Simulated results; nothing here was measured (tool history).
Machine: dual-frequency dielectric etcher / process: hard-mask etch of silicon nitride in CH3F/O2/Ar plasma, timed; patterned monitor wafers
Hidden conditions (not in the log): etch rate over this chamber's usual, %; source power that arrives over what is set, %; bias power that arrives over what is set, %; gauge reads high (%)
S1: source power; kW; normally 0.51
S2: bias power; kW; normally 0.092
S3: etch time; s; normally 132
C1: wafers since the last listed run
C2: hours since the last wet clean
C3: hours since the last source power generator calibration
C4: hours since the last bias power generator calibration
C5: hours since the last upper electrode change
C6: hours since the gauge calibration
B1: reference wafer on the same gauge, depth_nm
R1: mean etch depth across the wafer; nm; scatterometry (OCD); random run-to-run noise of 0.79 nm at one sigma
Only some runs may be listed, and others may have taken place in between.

Run 1, day 0: usual settings but S2 0.105 kW; C1 0; C2 35; C3 3613.6; C4 234.4; C5 5360.6; C6 3429.5; B1 119. Result: R1 125.8 nm.
Run 2, day 1.938: usual settings; C1 352; C2 81.5; C3 3660.1; C4 280.9; C5 5407.1; C6 3476; B1 119.1. Result: R1 117.6 nm.
Run 3, day 6.871: usual settings; C1 897; C2 199.9; C3 3778.5; C4 399.3; C5 5525.5; C6 3594.4; B1 119.1. Result: R1 118.1 nm.
Run 4, day 9.538: usual settings; C1 485; C2 263.9; C3 3842.5; C4 463.3; C5 5589.5; C6 3658.4; B1 119.2. Result: R1 117.9 nm.
Run 5, day 13.125: usual settings; C1 652; C2 350; C3 3928.6; C4 549.4; C5 5675.6; C6 3744.5; B1 119. Result: R1 118 nm.
Run 6, day 15.358: usual settings but S1 0.55 kW, S2 0.078 kW, S3 167.5 s; C1 406; C2 403.6; C3 3982.2; C4 603; C5 5729.2; C6 3798.1; B1 119.2. Result: R1 141.8 nm.
Run 7, day 18.683: usual settings but S3 147.5 s; C1 604; C2 483.4; C3 4062; C4 682.8; C5 5809; C6 3877.9; B1 119.4. Result: R1 131.6 nm.
Run 8, day 21.475: usual settings but S1 0.47 kW, S2 0.105 kW, S3 109.5 s; C1 507; C2 550.4; C3 4129; C4 749.8; C5 5876; C6 3944.9; B1 118.9. Result: R1 100.3 nm.
Run 9, day 25.092: usual settings but S1 0.62 kW, S2 0.085 kW; C1 657; C2 637.2; C3 4215.8; C4 836.6; C5 5962.8; C6 4031.7; B1 119. Result: R1 124.8 nm.
At day 28.408: wet clean of the chamber.
Run 10, day 29.004: usual settings; C1 529; C2 14.3; C3 4309.7; C4 930.5; C5 6056.7; C6 4125.6; B1 118.8. Result: R1 120.1 nm.
At day 33.088: upper electrode replaced.
At day 33.192: source power generator calibrated.
Run 11, day 33.212: usual settings; C1 564; C2 115.3; C3 0.5; C4 1031.5; C5 3; C6 4226.6; B1 118.9. Result: R1 116.4 nm.
Run 12, day 35.825: usual settings but S1 0.47 kW, S2 0.082 kW, S3 160 s; C1 475; C2 178; C3 63.2; C4 1094.2; C5 65.7; C6 4289.3; B1 119.2. Result: R1 125.9 nm.
At day 38.3: gauge calibrated.
Run 13, day 42.975: usual settings but S2 0.109 kW, S3 121.5 s; C1 1300; C2 349.6; C3 234.8; C4 1265.8; C5 237.3; C6 112.2; B1 119.3. Result: R1 116.5 nm.
Run 14, day 46.079: usual settings; C1 564; C2 424.1; C3 309.3; C4 1340.3; C5 311.8; C6 186.7; B1 119. Result: R1 116.3 nm.
Run 15, day 48.846: usual settings; C1 503; C2 490.5; C3 375.7; C4 1406.7; C5 378.2; C6 253.1; B1 118.9. Result: R1 115.6 nm.
Run 16, day 51.288: usual settings but S1 0.57 kW, S2 0.114 kW, S3 116.5 s; C1 444; C2 549.1; C3 434.3; C4 1465.3; C5 436.8; C6 311.7; B1 119.3. Result: R1 122 nm.
Run 17, day 53.746: usual settings but S1 0.56 kW, S2 0.074 kW, S3 108.5 s; C1 447; C2 608.1; C3 493.3; C4 1524.3; C5 495.8; C6 370.7; B1 118.6. Result: R1 88.1 nm.
Run 18, day 58.188: usual settings but S1 0.47 kW; C1 808; C2 714.7; C3 599.9; C4 1630.9; C5 602.4; C6 477.3; B1 119. Result: R1 110.5 nm.
Run 19, day 61.392: usual settings but S1 0.64 kW, S2 0.074 kW, S3 112.5 s; C1 582; C2 791.6; C3 676.8; C4 1707.8; C5 679.3; C6 554.2; B1 119. Result: R1 98.9 nm.
Run 20, day 63.742: usual settings but S1 0.57 kW, S3 119 s; C1 427; C2 848; C3 733.2; C4 1764.2; C5 735.7; C6 610.6; B1 118.7. Result: R1 112.1 nm.
At day 66.008: wet clean of the chamber.
Run 21, day 66.029: usual settings; C1 234; C2 0.5; C3 788.1; C4 1819.1; C5 790.6; C6 665.5; B1 118.9. Result: R1 116.5 nm.
Run 22, day 67.496: usual settings; C1 266; C2 35.7; C3 823.3; C4 1854.3; C5 825.8; C6 700.7; B1 118.8. Result: R1 115.7 nm.
At day 68.912: bias power generator calibrated.
Run 23, day 70.246: usual settings but S1 0.58 kW, S2 0.086 kW, S3 161 s; C1 469; C2 101.7; C3 889.3; C4 32; C5 891.8; C6 766.7; B1 118.8. Result: R1 146.2 nm.
Run 24, day 77.625: usual settings but S3 106.5 s; C1 1342; C2 278.8; C3 1066.4; C4 209.1; C5 1068.9; C6 943.8; B1 119. Result: R1 92.8 nm.
Run 25, day 80.217: usual settings but S2 0.084 kW, S3 145.5 s; C1 471; C2 341; C3 1128.6; C4 271.3; C5 1131.1; C6 1006; B1 119. Result: R1 121.3 nm.
Run 26, day 84.383: usual settings but S1 0.58 kW, S3 160.5 s; C1 757; C2 441; C3 1228.6; C4 371.3; C5 1231.1; C6 1106; B1 119. Result: R1 149.9 nm.
Run 27, day 92.704: usual settings but S1 0.62 kW, S2 0.071 kW, S3 167.5 s; C1 1513; C2 640.7; C3 1428.3; C4 571; C5 1430.8; C6 1305.7; B1 118.8. Result: R1 143 nm.
Run 28, day 95.212: usual settings but S1 0.47 kW, S2 0.106 kW, S3 162.5 s; C1 456; C2 700.9; C3 1488.5; C4 631.2; C5 1491; C6 1365.9; B1 119. Result: R1 147.1 nm.
Run 29, day 96.896: usual settings; C1 306; C2 741.3; C3 1528.9; C4 671.6; C5 1531.4; C6 1406.3; B1 118.9. Result: R1 115.6 nm.

Consider 5 possible next runs. They are alternatives, not a sequence: every one starts from the tool as it was left by run 29. What does each give?
Run A, day 96.917: usual settings but S3 161 s; C1 3; C2 741.8; C3 1529.4; C4 672.1; C5 1531.9; C6 1406.8; B1 ?. Result: R1 ?.
Run B, day 96.917: usual settings but S1 0.63 kW, S3 103.5 s; C1 3; C2 741.8; C3 1529.4; C4 672.1; C5 1531.9; C6 1406.8; B1 ?. Result: R1 ?.
Run C, day 96.917: usual settings but S1 0.61 kW, S2 0.073 kW, S3 115.5 s; C1 3; C2 741.8; C3 1529.4; C4 672.1; C5 1531.9; C6 1406.8; B1 ?. Result: R1 ?.
Run D, day 96.917: usual settings but S1 0.44 kW, S2 0.081 kW, S3 118 s; C1 3; C2 741.8; C3 1529.4; C4 672.1; C5 1531.9; C6 1406.8; B1 ?. Result: R1 ?.
Run E, day 96.917: usual settings but S1 0.43 kW, S2 0.079 kW, S3 158 s; C1 3; C2 741.8; C3 1529.4; C4 672.1; C5 1531.9; C6 1406.8; B1 ?. Result: R1 ?.

run     B1     R1
  A  118.6  140.7
  B  118.6  100.9
  C  118.6   97.3
  D  118.6   88.3
  E  118.6    115
The same runs, with their run-to-run variation unchanged, on a tool lacking any hidden condition would have given:
run     R1
  A  139.9
  B  100.4
  C   96.8
  D   87.9
  E  114.4

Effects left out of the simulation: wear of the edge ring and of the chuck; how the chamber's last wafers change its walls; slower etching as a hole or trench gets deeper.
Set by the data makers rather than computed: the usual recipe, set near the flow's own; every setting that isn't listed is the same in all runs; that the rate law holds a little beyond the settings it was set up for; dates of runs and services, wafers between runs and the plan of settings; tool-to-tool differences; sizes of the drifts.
